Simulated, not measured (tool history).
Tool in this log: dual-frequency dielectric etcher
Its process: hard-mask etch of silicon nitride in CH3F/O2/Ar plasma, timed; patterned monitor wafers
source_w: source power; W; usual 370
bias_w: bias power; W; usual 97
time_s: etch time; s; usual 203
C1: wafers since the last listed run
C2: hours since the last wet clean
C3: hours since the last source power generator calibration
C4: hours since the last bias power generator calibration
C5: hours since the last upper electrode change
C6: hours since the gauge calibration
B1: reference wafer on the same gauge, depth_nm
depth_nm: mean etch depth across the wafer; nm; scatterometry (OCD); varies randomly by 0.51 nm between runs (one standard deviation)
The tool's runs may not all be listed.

run 1 hour=0 | source_w=370 bias_w=108 time_s=203 | C1=0 C2=365.2 C3=3297.8 C4=719.5 C5=2653.8 C6=1107.3 | B1=186.8 | depth_nm=161.8
run 2 hour=86.6 | source_w=370 bias_w=108 time_s=203 | C1=832 C2=451.8 C3=3384.4 C4=806.1 C5=2740.4 C6=1193.9 | B1=186.9 | depth_nm=160.6
run 3 hour=194.2 | source_w=370 bias_w=108 time_s=203 | C1=1033 C2=559.4 C3=3492 C4=913.7 C5=2848 C6=1301.5 | B1=187 | depth_nm=160.1
-- hour=256.1 wet clean of the chamber
run 4 hour=318 | source_w=400 bias_w=97 time_s=203 | C1=958 C2=61.9 C3=3615.8 C4=1037.5 C5=2971.8 C6=1425.3 | B1=186.8 | depth_nm=163.3
run 5 hour=356.8 | source_w=400 bias_w=97 time_s=203 | C1=372 C2=100.7 C3=3654.6 C4=1076.3 C5=3010.6 C6=1464.1 | B1=186.9 | depth_nm=161.9
run 6 hour=446.5 | source_w=400 bias_w=97 time_s=203 | C1=861 C2=190.4 C3=3744.3 C4=1166 C5=3100.3 C6=1553.8 | B1=186.9 | depth_nm=161.7
run 7 hour=495.7 | source_w=370 bias_w=97 time_s=203 | C1=472 C2=239.6 C3=3793.5 C4=1215.2 C5=3149.5 C6=1603 | B1=187.1 | depth_nm=157.6
run 8 hour=572.5 | source_w=370 bias_w=97 time_s=203 | C1=737 C2=316.4 C3=3870.3 C4=1292 C5=3226.3 C6=1679.8 | B1=186.9 | depth_nm=156.6
run 9 hour=641.7 | source_w=370 bias_w=97 time_s=203 | C1=664 C2=385.6 C3=3939.5 C4=1361.2 C5=3295.5 C6=1749 | B1=187.1 | depth_nm=154.6
run 10 hour=722 | source_w=370 bias_w=97 time_s=203 | C1=771 C2=465.9 C3=4019.8 C4=1441.5 C5=3375.8 C6=1829.3 | B1=186.8 | depth_nm=154.1
run 11 hour=825.8 | source_w=370 bias_w=97 time_s=203 | C1=997 C2=569.7 C3=4123.6 C4=1545.3 C5=3479.6 C6=1933.1 | B1=187.2 | depth_nm=153.8
-- hour=889.5 wet clean of the chamber
run 12 hour=890 | source_w=370 bias_w=75 time_s=185 | C1=386 C2=0.5 C3=4187.8 C4=1609.5 C5=3543.8 C6=1997.3 | B1=187 | depth_nm=125.1
run 13 hour=961.7 | source_w=370 bias_w=97 time_s=203 | C1=688 C2=72.2 C3=4259.5 C4=1681.2 C5=3615.5 C6=2069 | B1=187.2 | depth_nm=157.1
-- hour=1005.5 bias power generator calibrated
run 14 hour=1020.2 | source_w=450 bias_w=97 time_s=203 | C1=523 C2=130.7 C3=4318 C4=14.7 C5=3674 C6=2127.5 | B1=186.9 | depth_nm=167.4
-- hour=1066.1 source power generator calibrated
run 15 hour=1126.5 | source_w=410 bias_w=105 time_s=251 | C1=982 C2=237 C3=60.4 C4=121 C5=3780.3 C6=2233.8 | B1=186.7 | depth_nm=206.8
-- hour=1163.7 upper electrode replaced, of another model than before
run 16 hour=1171 | source_w=370 bias_w=118 time_s=157 | C1=196 C2=281.5 C3=104.9 C4=165.5 C5=7.3 C6=2278.3 | B1=187 | depth_nm=140.4
-- hour=1198.3 gauge calibrated
run 17 hour=1212.8 | source_w=280 bias_w=111 time_s=203 | C1=401 C2=323.3 C3=146.7 C4=207.3 C5=49.1 C6=14.5 | B1=187.3 | depth_nm=161.6
run 18 hour=1276.3 | source_w=450 bias_w=88 time_s=225.5 | C1=610 C2=386.8 C3=210.2 C4=270.8 C5=112.6 C6=78 | B1=186.8 | depth_nm=163.4
-- hour=1444.1 wet clean of the chamber
run 19 hour=1577.8 | source_w=320 bias_w=83 time_s=248 | C1=2666 C2=133.7 C3=511.7 C4=572.3 C5=414.1 C6=379.5 | B1=187.2 | depth_nm=159.5
run 20 hour=1683.8 | source_w=370 bias_w=97 time_s=203 | C1=1018 C2=239.7 C3=617.7 C4=678.3 C5=520.1 C6=485.5 | B1=187.3 | depth_nm=154.3
run 21 hour=1764.2 | source_w=420 bias_w=113 time_s=153.5 | C1=772 C2=320.1 C3=698.1 C4=758.7 C5=600.5 C6=565.9 | B1=186.8 | depth_nm=135.4
run 22 hour=1825.5 | source_w=370 bias_w=103 time_s=262.5 | C1=588 C2=381.4 C3=759.4 C4=820 C5=661.8 C6=627.2 | B1=187 | depth_nm=208.9
run 23 hour=1896.3 | source_w=370 bias_w=97 time_s=203 | C1=680 C2=452.2 C3=830.2 C4=890.8 C5=732.6 C6=698 | B1=186.9 | depth_nm=152.2

Each row is a separate what-if for the run after 23, all from the same tool condition, not one after another. Results?
run A hour=1896.8 | source_w=370 bias_w=97 time_s=203 | C1=4 C2=452.7 C3=830.7 C4=891.3 C5=733.1 C6=698.5 | B1=? | depth_nm=?
run B hour=1896.8 | source_w=400 bias_w=97 time_s=144.5 | C1=4 C2=452.7 C3=830.7 C4=891.3 C5=733.1 C6=698.5 | B1=? | depth_nm=?
run C hour=1896.8 | source_w=400 bias_w=79 time_s=203 | C1=4 C2=452.7 C3=830.7 C4=891.3 C5=733.1 C6=698.5 | B1=? | depth_nm=?
run D hour=1896.8 | source_w=460 bias_w=82 time_s=203 | C1=4 C2=452.7 C3=830.7 C4=891.3 C5=733.1 C6=698.5 | B1=? | depth_nm=?
run E hour=1896.8 | source_w=370 bias_w=97 time_s=151 | C1=4 C2=452.7 C3=830.7 C4=891.3 C5=733.1 C6=698.5 | B1=? | depth_nm=?

run=A B1=187 depth_nm=153.1
run=B B1=187 depth_nm=110.9
run=C B1=187 depth_nm=128.1
run=D B1=187 depth_nm=137.9
run=E B1=187 depth_nm=113.9
Had the tool no hidden state, the same runs would have come out as:
run=A depth_nm=158.5
run=B depth_nm=114.8
run=C depth_nm=132.6
run=D depth_nm=142.8
run=E depth_nm=117.9
